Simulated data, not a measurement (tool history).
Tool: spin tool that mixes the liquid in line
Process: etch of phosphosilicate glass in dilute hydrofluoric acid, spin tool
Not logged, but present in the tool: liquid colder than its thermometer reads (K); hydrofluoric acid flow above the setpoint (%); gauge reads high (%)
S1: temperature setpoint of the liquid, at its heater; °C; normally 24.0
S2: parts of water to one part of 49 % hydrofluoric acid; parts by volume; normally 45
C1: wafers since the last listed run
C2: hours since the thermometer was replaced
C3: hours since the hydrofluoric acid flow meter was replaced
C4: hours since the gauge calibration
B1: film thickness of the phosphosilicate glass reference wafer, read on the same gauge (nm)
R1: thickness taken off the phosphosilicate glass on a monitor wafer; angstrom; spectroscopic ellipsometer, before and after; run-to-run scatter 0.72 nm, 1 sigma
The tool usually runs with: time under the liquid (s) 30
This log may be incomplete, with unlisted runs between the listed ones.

Run 1, hour 0.0: usual settings; C1 0; C2 1102.6; C3 163.3; C4 2871.2; B1 100.01. Result: R1 1357.3 angstrom.
Run 2, hour 37.0: usual settings; C1 520; C2 1139.6; C3 200.3; C4 2908.2; B1 99.98. Result: R1 1378.2 angstrom.
At hour 99.0: gauge calibrated.
Run 3, hour 139.5: usual settings; C1 1441; C2 1242.1; C3 302.8; C4 40.5; B1 99.99. Result: R1 1363.7 angstrom.
Run 4, hour 206.0: usual settings but S1 25.5 °C; C1 935; C2 1308.6; C3 369.3; C4 107.0; B1 100.00. Result: R1 1457.6 angstrom.
Run 5, hour 293.0: usual settings but S1 22.5 °C; C1 1223; C2 1395.6; C3 456.3; C4 194.0; B1 100.00. Result: R1 1286.9 angstrom.
Run 6, hour 366.0: usual settings but S1 27.5 °C, time under the liquid (s) 20; C1 1026; C2 1468.6; C3 529.3; C4 267.0; B1 100.00. Result: R1 1045.4 angstrom.
Run 7, hour 403.7: usual settings but S1 27.5 °C, time under the liquid (s) 20; C1 530; C2 1506.3; C3 567.0; C4 304.7; B1 100.00. Result: R1 1050.4 angstrom.
Run 8, hour 502.4: usual settings but S2 60 parts by volume; C1 1387; C2 1605.0; C3 665.7; C4 403.4; B1 99.98. Result: R1 1004.9 angstrom.
Run 9, hour 681.2: usual settings but S2 60 parts by volume; C1 2514; C2 1783.8; C3 844.5; C4 582.2; B1 99.99. Result: R1 993.9 angstrom.
Run 10, hour 768.5: usual settings but S2 60 parts by volume; C1 1227; C2 1871.1; C3 931.8; C4 669.5; B1 100.00. Result: R1 998.0 angstrom.
Run 11, hour 830.2: usual settings; C1 867; C2 1932.8; C3 993.5; C4 731.2; B1 100.01. Result: R1 1375.0 angstrom.
Run 12, hour 874.8: usual settings but S1 21.0 °C, S2 65 parts by volume, time under the liquid (s) 25; C1 627; C2 1977.4; C3 1038.1; C4 775.8; B1 100.01. Result: R1 688.6 angstrom.
Run 13, hour 963.3: usual settings but S1 19.5 °C, time under the liquid (s) 15; C1 1244; C2 2065.9; C3 1126.6; C4 864.3; B1 100.01. Result: R1 566.4 angstrom.
At hour 988.4: thermometer replaced.
Run 14, hour 1021.5: usual settings but S1 21.5 °C, S2 65 parts by volume, time under the liquid (s) 15; C1 804; C2 33.1; C3 1184.8; C4 922.5; B1 100.01. Result: R1 424.2 angstrom.
Run 15, hour 1089.6: usual settings but S1 19.5 °C, time under the liquid (s) 20; C1 957; C2 101.2; C3 1252.9; C4 990.6; B1 100.01. Result: R1 767.5 angstrom.
Run 16, hour 1149.3: usual settings but S1 25.5 °C, S2 40 parts by volume, time under the liquid (s) 15; C1 839; C2 160.9; C3 1312.6; C4 1050.3; B1 100.00. Result: R1 843.4 angstrom.
Run 17, hour 1205.7: usual settings but S2 40 parts by volume, time under the liquid (s) 35; C1 793; C2 217.3; C3 1369.0; C4 1106.7; B1 100.00. Result: R1 1864.4 angstrom.
Run 18, hour 1280.8: usual settings but S1 28.0 °C, S2 60 parts by volume, time under the liquid (s) 40; C1 1055; C2 292.4; C3 1444.1; C4 1181.8; B1 100.00. Result: R1 1609.7 angstrom.
Run 19, hour 1319.9: usual settings but S1 27.0 °C, S2 35 parts by volume, time under the liquid (s) 35; C1 549; C2 331.5; C3 1483.2; C4 1220.9; B1 99.98. Result: R1 2415.2 angstrom.
Run 20, hour 1410.2: usual settings; C1 1269; C2 421.8; C3 1573.5; C4 1311.2; B1 100.01. Result: R1 1409.8 angstrom.
Run 21, hour 1452.1: usual settings but S1 25.5 °C, S2 30 parts by volume, time under the liquid (s) 15; C1 589; C2 463.7; C3 1615.4; C4 1353.1; B1 100.00. Result: R1 1144.8 angstrom.
Run 22, hour 1488.2: usual settings; C1 507; C2 499.8; C3 1651.5; C4 1389.2; B1 100.01. Result: R1 1407.1 angstrom.
Run 23, hour 1537.4: usual settings but S2 55 parts by volume, time under the liquid (s) 25; C1 691; C2 549.0; C3 1700.7; C4 1438.4; B1 99.98. Result: R1 942.1 angstrom.
At hour 1541.1: hydrofluoric acid flow meter replaced.
Run 24, hour 1602.0: usual settings but S2 25 parts by volume, time under the liquid (s) 35; C1 894; C2 613.6; C3 60.9; C4 1503.0; B1 100.02. Result: R1 2960.4 angstrom.
Run 25, hour 1667.0: usual settings; C1 913; C2 678.6; C3 125.9; C4 1568.0; B1 99.98. Result: R1 1375.7 angstrom.
Run 26, hour 1714.8: usual settings but S2 30 parts by volume; C1 672; C2 726.4; C3 173.7; C4 1615.8; B1 99.99. Result: R1 2093.5 angstrom.
Run 27, hour 1771.7: usual settings but S2 50 parts by volume, time under the liquid (s) 40; C1 800; C2 783.3; C3 230.6; C4 1672.7; B1 100.00. Result: R1 1630.1 angstrom.
Run 28, hour 1844.7: usual settings; C1 1026; C2 856.3; C3 303.6; C4 1745.7; B1 99.99. Result: R1 1373.3 angstrom.
Run 29, hour 1919.5: usual settings but S1 22.5 °C, S2 40 parts by volume, time under the liquid (s) 40; C1 1051; C2 931.1; C3 378.4; C4 1820.5; B1 99.99. Result: R1 1928.9 angstrom.
Run 30, hour 1988.0: usual settings but time under the liquid (s) 40; C1 963; C2 999.6; C3 446.9; C4 1889.0; B1 100.00. Result: R1 1832.1 angstrom.
Run 31, hour 2028.8: usual settings but S1 27.0 °C, S2 55 parts by volume, time under the liquid (s) 20; C1 573; C2 1040.4; C3 487.7; C4 1929.8; B1 99.99. Result: R1 829.0 angstrom.
Run 32, hour 2118.3: usual settings; C1 1258; C2 1129.9; C3 577.2; C4 2019.3; B1 99.99. Result: R1 1352.7 angstrom.
Run 33, hour 2170.2: usual settings but time under the liquid (s) 45; C1 729; C2 1181.8; C3 629.1; C4 2071.2; B1 100.00. Result: R1 2062.0 angstrom.

Hidden condition of the tool, last listed run before each entry between runs versus first listed run after:
Logged between run 2 and run 3: gauge calibrated (hour 99.0)
  liquid colder than its thermometer reads (K): 0.321 -> 0.349; hydrofluoric acid flow above the setpoint (%): 0.482 -> 0.625
  what was measured, less what the result would be without the hidden state, R1: -11.2 -> -10.8 angstrom
Logged between run 13 and run 14: thermometer replaced (hour 988.4)
  liquid colder than its thermometer reads (K): 0.575 -> 0.0793; hydrofluoric acid flow above the setpoint (%): 1.77 -> 1.86
  what was measured, less what the result would be without the hidden state, R1: -3.7 -> +6.9 angstrom
Logged between run 23 and run 24: hydrofluoric acid flow meter replaced (hour 1541.1)
  liquid colder than its thermometer reads (K): 0.221 -> 0.239; hydrofluoric acid flow above the setpoint (%): 2.58 -> 0.21
  what was measured, less what the result would be without the hidden state, R1: +16.9 -> -23.9 angstrom
